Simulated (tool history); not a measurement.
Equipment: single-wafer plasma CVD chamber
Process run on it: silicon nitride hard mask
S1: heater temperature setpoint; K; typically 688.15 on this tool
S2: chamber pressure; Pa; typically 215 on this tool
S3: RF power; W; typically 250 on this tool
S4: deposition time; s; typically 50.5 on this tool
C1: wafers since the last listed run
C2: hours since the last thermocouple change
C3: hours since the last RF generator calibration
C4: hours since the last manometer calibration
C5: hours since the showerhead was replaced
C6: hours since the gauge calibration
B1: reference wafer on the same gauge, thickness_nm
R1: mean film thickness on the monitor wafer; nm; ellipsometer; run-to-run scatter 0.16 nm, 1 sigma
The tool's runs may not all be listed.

Run 1, day 0.000: usual settings; C1 0; C2 1298.3; C3 1656.6; C4 939.6; C5 5840.3; C6 1937.3; B1 45.655. Result: R1 46.708 nm.
Run 2, day 2.662: usual settings; C1 880; C2 1362.2; C3 1720.5; C4 1003.5; C5 5904.2; C6 2001.2; B1 45.623. Result: R1 46.507 nm.
Run 3, day 6.996: usual settings but S1 680.15 K; C1 1432; C2 1466.2; C3 1824.5; C4 1107.5; C5 6008.2; C6 2105.2; B1 45.604. Result: R1 46.696 nm.
Run 4, day 8.600: usual settings but S1 680.15 K; C1 530; C2 1504.7; C3 1863.0; C4 1146.0; C5 6046.7; C6 2143.7; B1 45.588. Result: R1 46.680 nm.
Run 5, day 11.988: usual settings; C1 1120; C2 1586.0; C3 1944.3; C4 1227.3; C5 6128.0; C6 2225.0; B1 45.624. Result: R1 46.440 nm.
Run 6, day 22.542: usual settings but S3 275 W; C1 3489; C2 1839.3; C3 2197.6; C4 1480.6; C5 6381.3; C6 2478.3; B1 45.568. Result: R1 48.715 nm.
Run 7, day 25.733: usual settings; C1 1055; C2 1915.9; C3 2274.2; C4 1557.2; C5 6457.9; C6 2554.9; B1 45.639. Result: R1 45.789 nm.
Run 8, day 27.683: usual settings; C1 644; C2 1962.7; C3 2321.0; C4 1604.0; C5 6504.7; C6 2601.7; B1 45.604. Result: R1 45.542 nm.
At day 30.133: capacitance manometer re-zeroed and calibrated.
At day 30.458: RF generator calibrated.
Run 9, day 31.958: usual settings; C1 1195; C2 2065.3; C3 36.0; C4 43.8; C5 6607.3; C6 2704.3; B1 45.660. Result: R1 48.609 nm.
Run 10, day 35.521: usual settings but S4 55.4 s; C1 1177; C2 2150.8; C3 121.5; C4 129.3; C5 6692.8; C6 2789.8; B1 45.594. Result: R1 53.240 nm.
Run 11, day 38.638: usual settings but S4 55.4 s; C1 1030; C2 2225.6; C3 196.3; C4 204.1; C5 6767.6; C6 2864.6; B1 45.596. Result: R1 52.868 nm.
At day 39.588: gauge calibrated.
Run 12, day 42.833: usual settings but S4 46.4 s; C1 1387; C2 2326.3; C3 297.0; C4 304.8; C5 6868.3; C6 77.9; B1 45.564. Result: R1 44.460 nm.
Run 13, day 47.267: usual settings but S4 55.4 s; C1 1465; C2 2432.7; C3 403.4; C4 411.2; C5 6974.7; C6 184.3; B1 45.605. Result: R1 53.004 nm.
Run 14, day 51.579: usual settings; C1 1425; C2 2536.2; C3 506.9; C4 514.7; C5 7078.2; C6 287.8; B1 45.568. Result: R1 48.202 nm.
Run 15, day 54.346: usual settings but S3 220 W; C1 914; C2 2602.6; C3 573.3; C4 581.1; C5 7144.6; C6 354.2; B1 45.576. Result: R1 44.464 nm.
Run 16, day 66.888: usual settings; C1 4146; C2 2903.6; C3 874.3; C4 882.1; C5 7445.6; C6 655.2; B1 45.554. Result: R1 47.571 nm.
At day 68.083: thermocouple changed; heater temperature recalibrated.
At day 68.883: showerhead replaced.
Run 17, day 70.246: usual settings but S2 235 Pa; C1 889; C2 51.9; C3 954.9; C4 962.7; C5 32.7; C6 735.8; B1 45.628. Result: R1 48.194 nm.
Run 18, day 71.804: usual settings but S2 243 Pa, S4 59.4 s; C1 515; C2 89.3; C3 992.3; C4 1000.1; C5 70.1; C6 773.2; B1 45.564. Result: R1 57.621 nm.
Run 19, day 75.850: usual settings but S3 235 W; C1 1337; C2 186.4; C3 1089.4; C4 1097.2; C5 167.2; C6 870.3; B1 45.581. Result: R1 45.668 nm.
Run 20, day 78.462: usual settings but S2 177 Pa, S4 56.5 s; C1 863; C2 249.1; C3 1152.1; C4 1159.9; C5 229.9; C6 933.0; B1 45.600. Result: R1 50.852 nm.
Run 21, day 81.462: usual settings but S3 265 W; C1 991; C2 321.1; C3 1224.1; C4 1231.9; C5 301.9; C6 1005.0; B1 45.626. Result: R1 49.306 nm.
Run 22, day 84.283: usual settings; C1 932; C2 388.8; C3 1291.8; C4 1299.6; C5 369.6; C6 1072.7; B1 45.592. Result: R1 47.186 nm.
Run 23, day 86.638: usual settings but S1 681.15 K, S2 197 Pa, S3 290 W; C1 778; C2 445.3; C3 1348.3; C4 1356.1; C5 426.1; C6 1129.2; B1 45.587. Result: R1 51.266 nm.
Run 24, day 90.988: usual settings; C1 1438; C2 549.7; C3 1452.7; C4 1460.5; C5 530.5; C6 1233.6; B1 45.572. Result: R1 46.662 nm.
Run 25, day 95.325: usual settings but S1 675.15 K, S2 229 Pa, S3 210 W, S4 41.1 s; C1 1434; C2 653.8; C3 1556.8; C4 1564.6; C5 634.6; C6 1337.7; B1 45.585. Result: R1 34.674 nm.

Below are 3 alternative next runs, each starting from the tool's condition after run 25. Predict each:
Run A, day 95.342: usual settings; C1 5; C2 654.2; C3 1557.2; C4 1565.0; C5 635.0; C6 1338.1; B1 ?. Result: R1 ?.
Run B, day 95.342: usual settings but S1 703.15 K, S4 47.9 s; C1 5; C2 654.2; C3 1557.2; C4 1565.0; C5 635.0; C6 1338.1; B1 ?. Result: R1 ?.
Run C, day 95.342: usual settings but S1 700.15 K, S2 260 Pa, S3 235 W, S4 42.8 s; C1 5; C2 654.2; C3 1557.2; C4 1565.0; C5 635.0; C6 1338.1; B1 ?. Result: R1 ?.

run      B1      R1
  A  45.602  47.070
  B  45.602  44.310
  C  45.602  39.597
Without the tool's hidden state the same runs would have given:
run      R1
  A  49.106
  B  46.226
  C  41.299

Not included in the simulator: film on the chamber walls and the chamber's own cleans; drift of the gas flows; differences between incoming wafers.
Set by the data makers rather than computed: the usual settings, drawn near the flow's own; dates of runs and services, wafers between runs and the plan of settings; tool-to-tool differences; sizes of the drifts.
